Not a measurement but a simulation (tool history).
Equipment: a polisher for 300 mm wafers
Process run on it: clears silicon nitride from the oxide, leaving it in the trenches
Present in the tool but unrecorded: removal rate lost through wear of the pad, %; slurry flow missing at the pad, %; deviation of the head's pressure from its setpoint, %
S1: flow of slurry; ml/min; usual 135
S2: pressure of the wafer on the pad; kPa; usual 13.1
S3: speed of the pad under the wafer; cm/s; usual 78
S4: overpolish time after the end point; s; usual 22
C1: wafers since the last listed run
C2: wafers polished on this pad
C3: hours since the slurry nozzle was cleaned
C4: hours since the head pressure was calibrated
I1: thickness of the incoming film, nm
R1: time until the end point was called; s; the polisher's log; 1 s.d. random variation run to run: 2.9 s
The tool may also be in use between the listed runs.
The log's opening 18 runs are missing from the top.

run 19 hour=228.8 | S1=165 S2=14.5 S3=78 S4=13 | C1=89 C2=475 C3=193.8 C4=990.2 | I1=75.9 | R1=156.9
run 20 hour=241.4 | S1=135 S2=13.1 S3=78 S4=17 | C1=100 C2=576 C3=206.4 C4=1002.8 | I1=75.8 | R1=174.8
run 21 hour=254.7 | S1=135 S2=13.1 S3=92 S4=22 | C1=106 C2=682 C3=219.7 C4=1016.1 | I1=76.3 | R1=151.5
run 22 hour=264.0 | S1=135 S2=17.2 S3=62 S4=22 | C1=74 C2=756 C3=229.0 C4=1025.4 | I1=74.7 | R1=183.3
-- hour=275.7 slurry nozzle cleaned
run 23 hour=278.2 | S1=135 S2=13.1 S3=78 S4=22 | C1=105 C2=861 C3=2.5 C4=1039.6 | I1=74.7 | R1=174.5
run 24 hour=293.2 | S1=135 S2=13.1 S3=78 S4=22 | C1=119 C2=981 C3=17.5 C4=1054.6 | I1=75.0 | R1=185.2
run 25 hour=307.6 | S1=135 S2=13.1 S3=78 S4=29 | C1=114 C2=1096 C3=31.9 C4=1069.0 | I1=75.5 | R1=185.6
-- hour=314.4 head pressure recalibrated
-- hour=320.7 worn pad replaced by a new one
run 26 hour=324.7 | S1=150 S2=9.7 S3=78 S4=22 | C1=88 C2=31 C3=49.0 C4=10.3 | I1=74.0 | R1=193.4
run 27 hour=339.3 | S1=135 S2=13.1 S3=78 S4=22 | C1=116 C2=148 C3=63.6 C4=24.9 | I1=75.9 | R1=169.7
run 28 hour=348.8 | S1=170 S2=13.1 S3=78 S4=10 | C1=75 C2=224 C3=73.1 C4=34.4 | I1=76.5 | R1=166.7
run 29 hour=354.8 | S1=135 S2=13.1 S3=78 S4=22 | C1=47 C2=271 C3=79.1 C4=40.4 | I1=74.3 | R1=165.9
run 30 hour=367.4 | S1=135 S2=15.2 S3=70 S4=32 | C1=100 C2=372 C3=91.7 C4=53.0 | I1=75.1 | R1=169.9
run 31 hour=383.4 | S1=135 S2=8.3 S3=78 S4=22 | C1=127 C2=500 C3=107.7 C4=69.0 | I1=74.3 | R1=227.0
run 32 hour=392.5 | S1=135 S2=13.1 S3=94 S4=17 | C1=72 C2=572 C3=116.8 C4=78.1 | I1=75.7 | R1=142.9
run 33 hour=401.6 | S1=115 S2=9.7 S3=100 S4=30 | C1=72 C2=645 C3=125.9 C4=87.2 | I1=75.2 | R1=167.7
run 34 hour=417.9 | S1=135 S2=13.1 S3=78 S4=22 | C1=129 C2=775 C3=142.2 C4=103.5 | I1=75.2 | R1=170.1
run 35 hour=427.8 | S1=165 S2=17.2 S3=62 S4=13 | C1=78 C2=854 C3=152.1 C4=113.4 | I1=75.5 | R1=177.0

Consider 4 possible next runs. They are alternatives, not a sequence: every one starts from the tool as it was left by run 35. What does each give?
run A hour=428.3 | S1=135 S2=13.1 S3=78 S4=22 | C1=3 C2=858 C3=152.6 C4=113.9 | I1=75.3 | R1=?
run B hour=428.3 | S1=150 S2=9.0 S3=54 S4=30 | C1=3 C2=858 C3=152.6 C4=113.9 | I1=75.3 | R1=?
run C hour=428.3 | S1=175 S2=13.1 S3=98 S4=22 | C1=3 C2=858 C3=152.6 C4=113.9 | I1=75.3 | R1=?
run D hour=428.3 | S1=170 S2=9.7 S3=78 S4=22 | C1=3 C2=858 C3=152.6 C4=113.9 | I1=75.3 | R1=?

run=A R1=174.4
run=B R1=315.4
run=C R1=132.4
run=D R1=204.2
What these runs would have given with no unlogged condition in the tool:
run=A R1=166.4
run=B R1=301.0
run=C R1=126.3
run=D R1=194.8

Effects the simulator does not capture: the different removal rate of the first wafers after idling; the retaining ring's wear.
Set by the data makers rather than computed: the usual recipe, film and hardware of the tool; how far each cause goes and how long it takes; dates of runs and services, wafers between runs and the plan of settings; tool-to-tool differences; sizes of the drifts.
